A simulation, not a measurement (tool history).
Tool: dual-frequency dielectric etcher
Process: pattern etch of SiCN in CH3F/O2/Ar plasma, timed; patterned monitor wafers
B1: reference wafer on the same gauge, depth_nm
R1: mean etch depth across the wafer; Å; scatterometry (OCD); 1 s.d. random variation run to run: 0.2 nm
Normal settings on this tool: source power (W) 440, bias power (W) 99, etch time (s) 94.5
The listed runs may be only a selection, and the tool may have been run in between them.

{"run": 1, "day": 0.0, "source power (W)": 440, "bias power (W)": 99, "etch time (s)": 94.5, "B1": 37.65, "R1": 462}
{"run": 2, "day": 2.579, "source power (W)": 440, "bias power (W)": 99, "etch time (s)": 114.5, "B1": 37.7, "R1": 566.1}
{"run": 3, "day": 3.542, "source power (W)": 440, "bias power (W)": 99, "etch time (s)": 114.5, "B1": 37.69, "R1": 567}
{"run": 4, "day": 4.046, "source power (W)": 440, "bias power (W)": 99, "etch time (s)": 114.5, "B1": 37.74, "R1": 563.9}
{"run": 5, "day": 4.746, "source power (W)": 440, "bias power (W)": 99, "etch time (s)": 94.5, "B1": 37.69, "R1": 466.9}
{"day": 5.221, "done": "bias power generator calibrated"}
{"day": 5.633, "done": "source power generator calibrated"}
{"run": 6, "day": 6.112, "source power (W)": 470, "bias power (W)": 99, "etch time (s)": 94.5, "B1": 37.74, "R1": 483.1}
{"run": 7, "day": 7.279, "source power (W)": 470, "bias power (W)": 99, "etch time (s)": 94.5, "B1": 37.68, "R1": 483.7}
{"run": 8, "day": 8.483, "source power (W)": 370, "bias power (W)": 109, "etch time (s)": 94.5, "B1": 37.72, "R1": 460.5}
{"day": 9.571, "done": "gauge calibrated"}
{"run": 9, "day": 9.771, "source power (W)": 480, "bias power (W)": 99, "etch time (s)": 76.5, "B1": 37.68, "R1": 397.6}
{"day": 11.171, "done": "wet clean of the chamber"}
{"day": 12.083, "done": "upper electrode replaced"}
{"run": 10, "day": 12.104, "source power (W)": 440, "bias power (W)": 99, "etch time (s)": 94.5, "B1": 37.75, "R1": 456.9}
{"run": 11, "day": 12.275, "source power (W)": 390, "bias power (W)": 99, "etch time (s)": 118, "B1": 37.69, "R1": 548.6}
{"run": 12, "day": 13.108, "source power (W)": 490, "bias power (W)": 114, "etch time (s)": 117, "B1": 37.68, "R1": 627.1}
{"run": 13, "day": 14.217, "source power (W)": 440, "bias power (W)": 99, "etch time (s)": 94.5, "B1": 37.73, "R1": 459.6}
{"run": 14, "day": 15.692, "source power (W)": 400, "bias power (W)": 115, "etch time (s)": 75.5, "B1": 37.71, "R1": 377.2}
{"run": 15, "day": 16.262, "source power (W)": 440, "bias power (W)": 99, "etch time (s)": 94.5, "B1": 37.73, "R1": 461.4}

5 ways to go on from here, each from the tool as it stands after run 15. What would each give?
{"run": "A", "day": 16.279, "source power (W)": 440, "bias power (W)": 99, "etch time (s)": 94.5, "B1": "?", "R1": "?"}
{"run": "B", "day": 16.279, "source power (W)": 440, "bias power (W)": 86, "etch time (s)": 67.5, "B1": "?", "R1": "?"}
{"run": "C", "day": 16.279, "source power (W)": 440, "bias power (W)": 118, "etch time (s)": 94.5, "B1": "?", "R1": "?"}
{"run": "D", "day": 16.279, "source power (W)": 440, "bias power (W)": 99, "etch time (s)": 85, "B1": "?", "R1": "?"}
{"run": "E", "day": 16.279, "source power (W)": 530, "bias power (W)": 90, "etch time (s)": 110.5, "B1": "?", "R1": "?"}

run=A B1=37.73 R1=462.6
run=B B1=37.73 R1=310.7
run=C B1=37.73 R1=499.6
run=D B1=37.73 R1=416.1
run=E B1=37.73 R1=555.5
With no hidden state in the tool, these same runs would have given:
run=A R1=458.1
run=B R1=307.7
run=C R1=494.7
run=D R1=412
run=E R1=550.1

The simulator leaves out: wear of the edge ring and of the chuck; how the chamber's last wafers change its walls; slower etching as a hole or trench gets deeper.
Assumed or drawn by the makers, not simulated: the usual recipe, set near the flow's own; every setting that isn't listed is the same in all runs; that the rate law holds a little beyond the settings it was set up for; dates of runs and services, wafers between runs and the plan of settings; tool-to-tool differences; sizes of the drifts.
